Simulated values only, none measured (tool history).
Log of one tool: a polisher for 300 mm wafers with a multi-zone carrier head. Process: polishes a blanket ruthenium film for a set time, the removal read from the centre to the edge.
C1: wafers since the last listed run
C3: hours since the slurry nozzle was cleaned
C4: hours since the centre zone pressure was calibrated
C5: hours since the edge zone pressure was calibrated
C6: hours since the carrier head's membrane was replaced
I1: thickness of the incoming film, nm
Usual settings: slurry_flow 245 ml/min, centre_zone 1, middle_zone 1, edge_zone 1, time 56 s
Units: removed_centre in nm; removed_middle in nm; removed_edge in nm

{"run": 1, "hour": 0.0, "slurry_flow": 245, "centre_zone": 1, "middle_zone": 1, "edge_zone": 1, "time": 56, "C1": 0, "wafers polished on this pad": 505, "C3": 335.7, "C4": 975.1, "C5": 411.9, "C6": 299.3, "I1": 407.8, "removed_centre": 80.3, "removed_middle": 85.3, "removed_edge": 83.8}
{"run": 2, "hour": 33.2, "slurry_flow": 245, "centre_zone": 1, "middle_zone": 1, "edge_zone": 1, "time": 56, "C1": 408, "wafers polished on this pad": 913, "C3": 368.9, "C4": 1008.3, "C5": 445.1, "C6": 332.5, "I1": 406.9, "removed_centre": 76.2, "removed_middle": 81.8, "removed_edge": 79.1}
{"hour": 46.6, "done": "worn pad replaced by a new one"}
{"run": 3, "hour": 50.0, "slurry_flow": 245, "centre_zone": 1, "middle_zone": 1, "edge_zone": 1, "time": 56, "C1": 157, "wafers polished on this pad": 42, "C3": 385.7, "C4": 1025.1, "C5": 461.9, "C6": 349.3, "I1": 397.8, "removed_centre": 81.8, "removed_middle": 86.3, "removed_edge": 85.5}
{"run": 4, "hour": 81.1, "slurry_flow": 245, "centre_zone": 1, "middle_zone": 1, "edge_zone": 1, "time": 56, "C1": 382, "wafers polished on this pad": 425, "C3": 416.8, "C4": 1056.2, "C5": 493, "C6": 380.4, "I1": 403.5, "removed_centre": 81.7, "removed_middle": 87.5, "removed_edge": 85.9}
{"run": 5, "hour": 104.3, "slurry_flow": 245, "centre_zone": 1, "middle_zone": 1, "edge_zone": 1, "time": 56, "C1": 285, "wafers polished on this pad": 710, "C3": 440, "C4": 1079.4, "C5": 516.2, "C6": 403.6, "I1": 408.8, "removed_centre": 78.7, "removed_middle": 82.6, "removed_edge": 83.5}
{"run": 6, "hour": 117.5, "slurry_flow": 245, "centre_zone": 1, "middle_zone": 1, "edge_zone": 1, "time": 45, "C1": 162, "wafers polished on this pad": 872, "C3": 453.2, "C4": 1092.6, "C5": 529.4, "C6": 416.8, "I1": 393, "removed_centre": 61, "removed_middle": 67.3, "removed_edge": 65.2}
{"hour": 128.6, "done": "worn pad replaced by a new one"}
{"run": 7, "hour": 130.2, "slurry_flow": 245, "centre_zone": 1, "middle_zone": 1, "edge_zone": 1, "time": 45, "C1": 107, "wafers polished on this pad": 20, "C3": 465.9, "C4": 1105.3, "C5": 542.1, "C6": 429.5, "I1": 407.3, "removed_centre": 66.3, "removed_middle": 68.1, "removed_edge": 67.5}
{"run": 8, "hour": 165.0, "slurry_flow": 245, "centre_zone": 1, "middle_zone": 1, "edge_zone": 1, "time": 45, "C1": 428, "wafers polished on this pad": 448, "C3": 500.7, "C4": 1140.1, "C5": 576.9, "C6": 464.3, "I1": 403.6, "removed_centre": 64.3, "removed_middle": 68.2, "removed_edge": 67.1}
{"hour": 175.4, "done": "carrier head's membrane replaced by a new one"}
{"run": 9, "hour": 183.5, "slurry_flow": 275, "centre_zone": 1, "middle_zone": 1, "edge_zone": 1, "time": 56, "C1": 166, "wafers polished on this pad": 614, "C3": 519.2, "C4": 1158.6, "C5": 595.4, "C6": 8.1, "I1": 395, "removed_centre": 81.2, "removed_middle": 84.6, "removed_edge": 82.8}
{"hour": 206.2, "done": "worn pad replaced by a new one"}
{"run": 10, "hour": 211.4, "slurry_flow": 275, "centre_zone": 1, "middle_zone": 1, "edge_zone": 1, "time": 56, "C1": 294, "wafers polished on this pad": 64, "C3": 547.1, "C4": 1186.5, "C5": 623.3, "C6": 36, "I1": 401.7, "removed_centre": 84.4, "removed_middle": 87.8, "removed_edge": 86.7}
{"hour": 224.0, "done": "slurry nozzle cleaned"}
{"run": 11, "hour": 228.5, "slurry_flow": 245, "centre_zone": 1.04, "middle_zone": 1, "edge_zone": 1.06, "time": 43, "C1": 198, "wafers polished on this pad": 262, "C3": 4.5, "C4": 1203.6, "C5": 640.4, "C6": 53.1, "I1": 396, "removed_centre": 68.8, "removed_middle": 71, "removed_edge": 69.3}
{"hour": 243.9, "done": "centre zone pressure recalibrated"}
{"hour": 246.0, "done": "edge zone pressure recalibrated"}
{"run": 12, "hour": 263.0, "slurry_flow": 245, "centre_zone": 1, "middle_zone": 0.89, "edge_zone": 0.97, "time": 38, "C1": 375, "wafers polished on this pad": 637, "C3": 39, "C4": 19.1, "C5": 17, "C6": 87.6, "I1": 399.2, "removed_centre": 55.8, "removed_middle": 53.7, "removed_edge": 56.8}
{"run": 13, "hour": 296.2, "slurry_flow": 245, "centre_zone": 1, "middle_zone": 1, "edge_zone": 1, "time": 56, "C1": 408, "wafers polished on this pad": 1046, "C3": 72.2, "C4": 52.3, "C5": 50.2, "C6": 120.8, "I1": 405.1, "removed_centre": 78.1, "removed_middle": 81, "removed_edge": 78.3}
{"hour": 305.7, "done": "worn pad replaced by a new one"}
{"run": 14, "hour": 316.7, "slurry_flow": 245, "centre_zone": 0.91, "middle_zone": 1, "edge_zone": 1, "time": 56, "C1": 203, "wafers polished on this pad": 135, "C3": 92.7, "C4": 72.8, "C5": 70.7, "C6": 141.3, "I1": 399.6, "removed_centre": 77.4, "removed_middle": 89.2, "removed_edge": 84.6}
{"run": 15, "hour": 337.6, "slurry_flow": 215, "centre_zone": 0.95, "middle_zone": 0.92, "edge_zone": 0.97, "time": 56, "C1": 257, "wafers polished on this pad": 392, "C3": 113.6, "C4": 93.7, "C5": 91.6, "C6": 162.2, "I1": 402.8, "removed_centre": 78.6, "removed_middle": 80.8, "removed_edge": 84.5}
{"run": 16, "hour": 353.6, "slurry_flow": 295, "centre_zone": 0.9, "middle_zone": 1, "edge_zone": 1.08, "time": 72, "C1": 196, "wafers polished on this pad": 589, "C3": 129.6, "C4": 109.7, "C5": 107.6, "C6": 178.2, "I1": 403.8, "removed_centre": 97.5, "removed_middle": 113.2, "removed_edge": 112.4}
{"run": 17, "hour": 367.8, "slurry_flow": 245, "centre_zone": 1, "middle_zone": 1, "edge_zone": 1, "time": 56, "C1": 174, "wafers polished on this pad": 764, "C3": 143.8, "C4": 123.9, "C5": 121.8, "C6": 192.4, "I1": 399.6, "removed_centre": 78.8, "removed_middle": 84.7, "removed_edge": 81}
{"run": 18, "hour": 381.9, "slurry_flow": 245, "centre_zone": 1, "middle_zone": 0.95, "edge_zone": 1, "time": 56, "C1": 173, "wafers polished on this pad": 937, "C3": 157.9, "C4": 138, "C5": 135.9, "C6": 206.5, "I1": 396.6, "removed_centre": 77.1, "removed_middle": 82, "removed_edge": 78.3}
{"hour": 388.6, "done": "worn pad replaced by a new one"}
{"run": 19, "hour": 415.3, "slurry_flow": 245, "centre_zone": 1, "middle_zone": 1, "edge_zone": 1, "time": 56, "C1": 361, "wafers polished on this pad": 329, "C3": 191.3, "C4": 171.4, "C5": 169.3, "C6": 239.9, "I1": 406.6, "removed_centre": 82.2, "removed_middle": 87.8, "removed_edge": 86.7}
{"run": 20, "hour": 450.3, "slurry_flow": 245, "centre_zone": 1, "middle_zone": 1, "edge_zone": 1, "time": 56, "C1": 430, "wafers polished on this pad": 759, "C3": 226.3, "C4": 206.4, "C5": 204.3, "C6": 274.9, "I1": 395.3, "removed_centre": 80.4, "removed_middle": 85.1, "removed_edge": 81.4}

5 ways to go on from here, each from the tool as it stands after run 20. What would each give?
{"run": "A", "hour": 450.7, "slurry_flow": 245, "centre_zone": 1, "middle_zone": 1.09, "edge_zone": 1, "time": 56, "C1": 4, "wafers polished on this pad": 764, "C3": 226.7, "C4": 206.8, "C5": 204.7, "C6": 275.3, "I1": 400.5, "removed_centre": "?", "removed_middle": "?", "removed_edge": "?"}
{"run": "B", "hour": 450.7, "slurry_flow": 195, "centre_zone": 1, "middle_zone": 1.1, "edge_zone": 1, "time": 75, "C1": 4, "wafers polished on this pad": 764, "C3": 226.7, "C4": 206.8, "C5": 204.7, "C6": 275.3, "I1": 400.5, "removed_centre": "?", "removed_middle": "?", "removed_edge": "?"}
{"run": "C", "hour": 450.7, "slurry_flow": 270, "centre_zone": 1, "middle_zone": 0.94, "edge_zone": 1, "time": 68, "C1": 4, "wafers polished on this pad": 764, "C3": 226.7, "C4": 206.8, "C5": 204.7, "C6": 275.3, "I1": 400.5, "removed_centre": "?", "removed_middle": "?", "removed_edge": "?"}
{"run": "D", "hour": 450.7, "slurry_flow": 245, "centre_zone": 0.93, "middle_zone": 1, "edge_zone": 1, "time": 56, "C1": 4, "wafers polished on this pad": 764, "C3": 226.7, "C4": 206.8, "C5": 204.7, "C6": 275.3, "I1": 400.5, "removed_centre": "?", "removed_middle": "?", "removed_edge": "?"}
{"run": "E", "hour": 450.7, "slurry_flow": 270, "centre_zone": 1, "middle_zone": 1, "edge_zone": 1, "time": 56, "C1": 4, "wafers polished on this pad": 764, "C3": 226.7, "C4": 206.8, "C5": 204.7, "C6": 275.3, "I1": 400.5, "removed_centre": "?", "removed_middle": "?", "removed_edge": "?"}

run=A removed_centre=78.8 removed_middle=90.6 removed_edge=81.1
run=B removed_centre=101.6 removed_middle=118.2 removed_edge=105.9
run=C removed_centre=97 removed_middle=98.4 removed_edge=99.6
run=D removed_centre=73.4 removed_middle=84.3 removed_edge=81.2
run=E removed_centre=79.9 removed_middle=85.3 removed_edge=82
Without the tool's hidden state the same runs would have given:
run=A removed_centre=87.5 removed_middle=100.2 removed_edge=88.7
run=B removed_centre=114 removed_middle=131.8 removed_edge=116.5
run=C removed_centre=107.3 removed_middle=108.4 removed_edge=108.7
run=D removed_centre=81.5 removed_middle=93.2 removed_edge=88.8
run=E removed_centre=88.4 removed_middle=94 removed_edge=89.4
